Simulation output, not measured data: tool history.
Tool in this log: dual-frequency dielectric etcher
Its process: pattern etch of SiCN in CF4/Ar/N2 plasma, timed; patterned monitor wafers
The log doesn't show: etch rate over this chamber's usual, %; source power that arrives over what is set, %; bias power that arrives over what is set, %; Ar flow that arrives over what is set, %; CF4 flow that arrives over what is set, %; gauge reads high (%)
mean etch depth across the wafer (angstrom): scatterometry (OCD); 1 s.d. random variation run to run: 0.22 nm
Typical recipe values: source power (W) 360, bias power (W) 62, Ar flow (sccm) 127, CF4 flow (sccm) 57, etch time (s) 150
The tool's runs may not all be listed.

| run | hour | source power (W) | bias power (W) | Ar flow (sccm) | CF4 flow (sccm) | etch time (s) | wafers since the last listed run | hours since the last wet clean | hours since the last source power generator calibration | hours since the last bias power generator calibration | hours since the last Ar flow controller change | hours since the last CF4 flow controller change | hours since the last upper electrode change | hours since the gauge calibration | read-back reference wafer on the same gauge, depth_nm | mean etch depth across the wafer (angstrom) |
|---|---|---|---|---|---|---|---|---|---|---|---|---|---|---|---|---|
| 1 | 0 | 360 | 66 | 127 | 57 | 150 | 0 | 403.6 | 2233.5 | 32 | 2859.5 | 2242 | 7 | 430.3 | 110.9 | 1028 |
|  | 50.9 | Ar flow controller replaced |
| 2 | 57.8 | 360 | 66 | 127 | 57 | 150 | 306 | 461.4 | 2291.3 | 89.8 | 6.9 | 2299.8 | 64.8 | 488.1 | 110.9 | 1032 |
|  | 65.2 | CF4 flow controller replaced |
| 3 | 85.6 | 360 | 62 | 127 | 57 | 150 | 129 | 489.2 | 2319.1 | 117.6 | 34.7 | 20.4 | 92.6 | 515.9 | 110.8 | 1007 |
| 4 | 113.3 | 360 | 62 | 127 | 57 | 150 | 163 | 516.9 | 2346.8 | 145.3 | 62.4 | 48.1 | 120.3 | 543.6 | 111 | 1008 |
|  | 120 | gauge calibrated |
|  | 149.3 | wet clean of the chamber |
| 5 | 149.8 | 360 | 62 | 127 | 57 | 150 | 73 | 0.5 | 2383.3 | 181.8 | 98.9 | 84.6 | 156.8 | 29.8 | 110.9 | 978 |
| 6 | 150.2 | 360 | 62 | 127 | 57 | 150 | 2 | 0.9 | 2383.7 | 182.2 | 99.3 | 85 | 157.2 | 30.2 | 110.9 | 982 |
| 7 | 173.2 | 360 | 62 | 127 | 52 | 150 | 136 | 23.9 | 2406.7 | 205.2 | 122.3 | 108 | 180.2 | 53.2 | 110.9 | 961 |
| 8 | 195.7 | 360 | 62 | 127 | 47 | 110 | 133 | 46.4 | 2429.2 | 227.7 | 144.8 | 130.5 | 202.7 | 75.7 | 110.9 | 697 |
| 9 | 209.5 | 360 | 77 | 155 | 49 | 150 | 81 | 60.2 | 2443 | 241.5 | 158.6 | 144.3 | 216.5 | 89.5 | 110.8 | 1009 |
| 10 | 237.1 | 360 | 62 | 127 | 57 | 150 | 163 | 87.8 | 2470.6 | 269.1 | 186.2 | 171.9 | 244.1 | 117.1 | 110.8 | 981 |
| 11 | 256.4 | 360 | 51 | 127 | 57 | 150 | 114 | 107.1 | 2489.9 | 288.4 | 205.5 | 191.2 | 263.4 | 136.4 | 110.9 | 914 |
| 12 | 282.7 | 390 | 62 | 127 | 57 | 150 | 155 | 133.4 | 2516.2 | 314.7 | 231.8 | 217.5 | 289.7 | 162.7 | 111 | 1037 |
| 13 | 309.5 | 360 | 62 | 97 | 57 | 150 | 158 | 160.2 | 2543 | 341.5 | 258.6 | 244.3 | 316.5 | 189.5 | 110.9 | 1040 |
| 14 | 343.5 | 360 | 51 | 97 | 57 | 106.5 | 201 | 194.2 | 2577 | 375.5 | 292.6 | 278.3 | 350.5 | 223.5 | 111 | 687 |
| 15 | 358.2 | 360 | 62 | 127 | 57 | 150 | 86 | 208.9 | 2591.7 | 390.2 | 307.3 | 293 | 365.2 | 238.2 | 110.9 | 988 |
|  | 362.5 | source power generator calibrated |
| 16 | 370.4 | 360 | 62 | 118 | 57 | 150 | 48 | 221.1 | 7.9 | 402.4 | 319.5 | 305.2 | 377.4 | 250.4 | 111 | 1004 |
| 17 | 399.9 | 360 | 74 | 136 | 65 | 174 | 174 | 250.6 | 37.4 | 431.9 | 349 | 334.7 | 406.9 | 279.9 | 110.9 | 1243 |
| 18 | 479.7 | 380 | 62 | 127 | 57 | 150 | 472 | 330.4 | 117.2 | 511.7 | 428.8 | 414.5 | 486.7 | 359.7 | 110.9 | 1030 |
| 19 | 507.4 | 420 | 51 | 110 | 48 | 150 | 163 | 358.1 | 144.9 | 539.4 | 456.5 | 442.2 | 514.4 | 387.4 | 110.9 | 1020 |
| 20 | 522.2 | 360 | 62 | 127 | 57 | 150 | 87 | 372.9 | 159.7 | 554.2 | 471.3 | 457 | 529.2 | 402.2 | 110.9 | 1000 |
| 21 | 556.1 | 440 | 62 | 127 | 57 | 150 | 200 | 406.8 | 193.6 | 588.1 | 505.2 | 490.9 | 563.1 | 436.1 | 110.9 | 1139 |

Run-by-run hidden state of the tool:
source power that arrives over what is set, %: 0 at every run
bias power that arrives over what is set, %: 0 at every run
Ar flow that arrives over what is set, %: 0 at every run
CF4 flow that arrives over what is set, %: 0 at every run
gauge reads high (%): 0 at every run
H1: etch rate over this chamber's usual, %
| run | H1 |
|---|---|
| 1 | 2.47 |
| 2 | 2.76 |
| 3 | 2.9 |
| 4 | 3.04 |
| 5 | -0.187 |
| 6 | -0.185 |
| 7 | -0.0692 |
| 8 | 0.0439 |
| 9 | 0.113 |
| 10 | 0.252 |
| 11 | 0.349 |
| 12 | 0.481 |
| 13 | 0.616 |
| 14 | 0.787 |
| 15 | 0.861 |
| 16 | 0.922 |
| 17 | 1.07 |
| 18 | 1.47 |
| 19 | 1.61 |
| 20 | 1.69 |
| 21 | 1.86 |
